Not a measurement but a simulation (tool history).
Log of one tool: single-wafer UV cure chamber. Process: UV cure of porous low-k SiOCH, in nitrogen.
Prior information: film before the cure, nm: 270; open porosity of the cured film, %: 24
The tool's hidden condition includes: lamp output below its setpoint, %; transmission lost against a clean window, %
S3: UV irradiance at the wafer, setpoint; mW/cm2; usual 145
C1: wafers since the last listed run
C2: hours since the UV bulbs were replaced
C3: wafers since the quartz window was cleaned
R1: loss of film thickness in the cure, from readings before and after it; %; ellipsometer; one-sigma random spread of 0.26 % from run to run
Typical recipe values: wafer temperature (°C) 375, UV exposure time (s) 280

{"run": 1, "hour": 0.0, "wafer temperature (°C)": 375, "UV exposure time (s)": 280, "S3": 162, "C1": 0, "C2": 779.4, "C3": 4675, "R1": 16.217}
{"hour": 43.6, "done": "quartz window cleaned"}
{"run": 2, "hour": 53.3, "wafer temperature (°C)": 375, "UV exposure time (s)": 280, "S3": 113, "C1": 433, "C2": 832.7, "C3": 92, "R1": 15.032}
{"run": 3, "hour": 152.9, "wafer temperature (°C)": 375, "UV exposure time (s)": 280, "S3": 169, "C1": 952, "C2": 932.3, "C3": 1045, "R1": 16.7}
{"run": 4, "hour": 256.1, "wafer temperature (°C)": 375, "UV exposure time (s)": 280, "S3": 145, "C1": 987, "C2": 1035.5, "C3": 2032, "R1": 15.617}
{"run": 5, "hour": 310.1, "wafer temperature (°C)": 375, "UV exposure time (s)": 280, "S3": 145, "C1": 516, "C2": 1089.5, "C3": 2549, "R1": 15.945}
{"run": 6, "hour": 380.4, "wafer temperature (°C)": 375, "UV exposure time (s)": 280, "S3": 145, "C1": 672, "C2": 1159.8, "C3": 3221, "R1": 15.334}
{"run": 7, "hour": 446.7, "wafer temperature (°C)": 375, "UV exposure time (s)": 280, "S3": 145, "C1": 634, "C2": 1226.1, "C3": 3856, "R1": 15.428}
{"run": 8, "hour": 500.6, "wafer temperature (°C)": 375, "UV exposure time (s)": 280, "S3": 145, "C1": 515, "C2": 1280.0, "C3": 4371, "R1": 16.067}
{"run": 9, "hour": 558.2, "wafer temperature (°C)": 367, "UV exposure time (s)": 280, "S3": 145, "C1": 550, "C2": 1337.6, "C3": 4922, "R1": 15.412}
{"hour": 574.9, "done": "quartz window cleaned"}
{"run": 10, "hour": 606.1, "wafer temperature (°C)": 367, "UV exposure time (s)": 280, "S3": 145, "C1": 381, "C2": 1385.5, "C3": 298, "R1": 15.672}
{"run": 11, "hour": 669.4, "wafer temperature (°C)": 367, "UV exposure time (s)": 280, "S3": 145, "C1": 605, "C2": 1448.8, "C3": 903, "R1": 15.728}
{"run": 12, "hour": 716.6, "wafer temperature (°C)": 375, "UV exposure time (s)": 370, "S3": 145, "C1": 451, "C2": 1496.0, "C3": 1355, "R1": 16.82}
{"run": 13, "hour": 745.0, "wafer temperature (°C)": 375, "UV exposure time (s)": 370, "S3": 145, "C1": 271, "C2": 1524.4, "C3": 1626, "R1": 17.42}
{"run": 14, "hour": 790.1, "wafer temperature (°C)": 375, "UV exposure time (s)": 280, "S3": 145, "C1": 431, "C2": 1569.5, "C3": 2058, "R1": 15.366}
{"run": 15, "hour": 842.1, "wafer temperature (°C)": 375, "UV exposure time (s)": 280, "S3": 145, "C1": 497, "C2": 1621.5, "C3": 2555, "R1": 15.445}
{"run": 16, "hour": 908.0, "wafer temperature (°C)": 375, "UV exposure time (s)": 280, "S3": 145, "C1": 630, "C2": 1687.4, "C3": 3186, "R1": 15.579}
{"run": 17, "hour": 957.6, "wafer temperature (°C)": 375, "UV exposure time (s)": 280, "S3": 145, "C1": 474, "C2": 1737.0, "C3": 3660, "R1": 16.119}
{"run": 18, "hour": 1007.6, "wafer temperature (°C)": 375, "UV exposure time (s)": 280, "S3": 145, "C1": 478, "C2": 1787.0, "C3": 4138, "R1": 15.428}
{"run": 19, "hour": 1076.9, "wafer temperature (°C)": 375, "UV exposure time (s)": 280, "S3": 145, "C1": 662, "C2": 1856.3, "C3": 4801, "R1": 15.701}
{"hour": 1127.5, "done": "quartz window cleaned"}
{"run": 20, "hour": 1138.5, "wafer temperature (°C)": 375, "UV exposure time (s)": 280, "S3": 145, "C1": 512, "C2": 1917.9, "C3": 104, "R1": 15.357}
{"run": 21, "hour": 1183.5, "wafer temperature (°C)": 375, "UV exposure time (s)": 280, "S3": 145, "C1": 430, "C2": 1962.9, "C3": 535, "R1": 15.491}
{"run": 22, "hour": 1238.7, "wafer temperature (°C)": 389, "UV exposure time (s)": 230, "S3": 145, "C1": 528, "C2": 2018.1, "C3": 1063, "R1": 14.991}
{"run": 23, "hour": 1298.2, "wafer temperature (°C)": 365, "UV exposure time (s)": 280, "S3": 145, "C1": 569, "C2": 2077.6, "C3": 1632, "R1": 15.665}
{"run": 24, "hour": 1324.1, "wafer temperature (°C)": 388, "UV exposure time (s)": 120, "S3": 145, "C1": 247, "C2": 2103.5, "C3": 1880, "R1": 11.626}
{"run": 25, "hour": 1466.8, "wafer temperature (°C)": 375, "UV exposure time (s)": 280, "S3": 145, "C1": 1365, "C2": 2246.2, "C3": 3245, "R1": 15.92}
{"run": 26, "hour": 1493.7, "wafer temperature (°C)": 370, "UV exposure time (s)": 205, "S3": 156, "C1": 257, "C2": 2273.1, "C3": 3502, "R1": 13.972}
{"hour": 1510.9, "done": "UV bulbs replaced"}
{"run": 27, "hour": 1547.0, "wafer temperature (°C)": 356, "UV exposure time (s)": 280, "S3": 145, "C1": 433, "C2": 36.1, "C3": 3935, "R1": 15.26}
{"hour": 1594.7, "done": "quartz window cleaned"}
{"run": 28, "hour": 1595.2, "wafer temperature (°C)": 375, "UV exposure time (s)": 280, "S3": 145, "C1": 384, "C2": 84.3, "C3": 4, "R1": 15.504}
{"run": 29, "hour": 1643.7, "wafer temperature (°C)": 375, "UV exposure time (s)": 280, "S3": 145, "C1": 463, "C2": 132.8, "C3": 468, "R1": 15.854}
{"run": 30, "hour": 1691.0, "wafer temperature (°C)": 375, "UV exposure time (s)": 280, "S3": 121, "C1": 452, "C2": 180.1, "C3": 920, "R1": 14.761}
{"run": 31, "hour": 1757.2, "wafer temperature (°C)": 375, "UV exposure time (s)": 280, "S3": 145, "C1": 633, "C2": 246.3, "C3": 1553, "R1": 15.485}
{"run": 32, "hour": 1794.8, "wafer temperature (°C)": 357, "UV exposure time (s)": 280, "S3": 145, "C1": 359, "C2": 283.9, "C3": 1913, "R1": 14.97}
{"run": 33, "hour": 1849.1, "wafer temperature (°C)": 375, "UV exposure time (s)": 280, "S3": 145, "C1": 519, "C2": 338.2, "C3": 2433, "R1": 15.604}
{"run": 34, "hour": 1876.9, "wafer temperature (°C)": 381, "UV exposure time (s)": 415, "S3": 145, "C1": 265, "C2": 366.0, "C3": 2698, "R1": 17.619}
{"run": 35, "hour": 1937.6, "wafer temperature (°C)": 361, "UV exposure time (s)": 150, "S3": 172, "C1": 580, "C2": 426.7, "C3": 3279, "R1": 12.92}
{"run": 36, "hour": 1986.8, "wafer temperature (°C)": 375, "UV exposure time (s)": 280, "S3": 159, "C1": 470, "C2": 475.9, "C3": 3750, "R1": 16.217}
{"hour": 2008.6, "done": "quartz window cleaned"}
{"run": 37, "hour": 2058.0, "wafer temperature (°C)": 375, "UV exposure time (s)": 280, "S3": 145, "C1": 604, "C2": 547.1, "C3": 472, "R1": 15.22}
{"run": 38, "hour": 2118.4, "wafer temperature (°C)": 381, "UV exposure time (s)": 325, "S3": 178, "C1": 577, "C2": 607.5, "C3": 1050, "R1": 17.763}
{"run": 39, "hour": 2153.6, "wafer temperature (°C)": 375, "UV exposure time (s)": 280, "S3": 174, "C1": 336, "C2": 642.7, "C3": 1386, "R1": 16.776}
{"run": 40, "hour": 2215.5, "wafer temperature (°C)": 387, "UV exposure time (s)": 280, "S3": 145, "C1": 592, "C2": 704.6, "C3": 1979, "R1": 16.509}
{"run": 41, "hour": 2286.7, "wafer temperature (°C)": 375, "UV exposure time (s)": 330, "S3": 108, "C1": 681, "C2": 775.8, "C3": 2660, "R1": 14.586}
{"run": 42, "hour": 2315.9, "wafer temperature (°C)": 361, "UV exposure time (s)": 280, "S3": 122, "C1": 279, "C2": 805.0, "C3": 2939, "R1": 14.566}
{"run": 43, "hour": 2343.2, "wafer temperature (°C)": 375, "UV exposure time (s)": 395, "S3": 163, "C1": 261, "C2": 832.3, "C3": 3200, "R1": 18.666}
{"run": 44, "hour": 2413.4, "wafer temperature (°C)": 375, "UV exposure time (s)": 280, "S3": 145, "C1": 671, "C2": 902.5, "C3": 3872, "R1": 16.179}

Here are 4 independent what-if runs from the current tool condition. What would each one return?
{"run": "A", "hour": 2413.9, "wafer temperature (°C)": 375, "UV exposure time (s)": 175, "S3": 145, "C1": 4, "C2": 903.0, "C3": 3876, "R1": "?"}
{"run": "B", "hour": 2413.9, "wafer temperature (°C)": 386, "UV exposure time (s)": 185, "S3": 184, "C1": 4, "C2": 903.0, "C3": 3876, "R1": "?"}
{"run": "C", "hour": 2413.9, "wafer temperature (°C)": 360, "UV exposure time (s)": 385, "S3": 185, "C1": 4, "C2": 903.0, "C3": 3876, "R1": "?"}
{"run": "D", "hour": 2413.9, "wafer temperature (°C)": 370, "UV exposure time (s)": 355, "S3": 156, "C1": 4, "C2": 903.0, "C3": 3876, "R1": "?"}

run=A R1=13.424
run=B R1=15.152
run=C R1=18.455
run=D R1=17.353
The same runs, with their run-to-run variation unchanged, on a tool lacking any hidden condition would have given:
run=A R1=13.424
run=B R1=15.152
run=C R1=18.455
run=D R1=17.353

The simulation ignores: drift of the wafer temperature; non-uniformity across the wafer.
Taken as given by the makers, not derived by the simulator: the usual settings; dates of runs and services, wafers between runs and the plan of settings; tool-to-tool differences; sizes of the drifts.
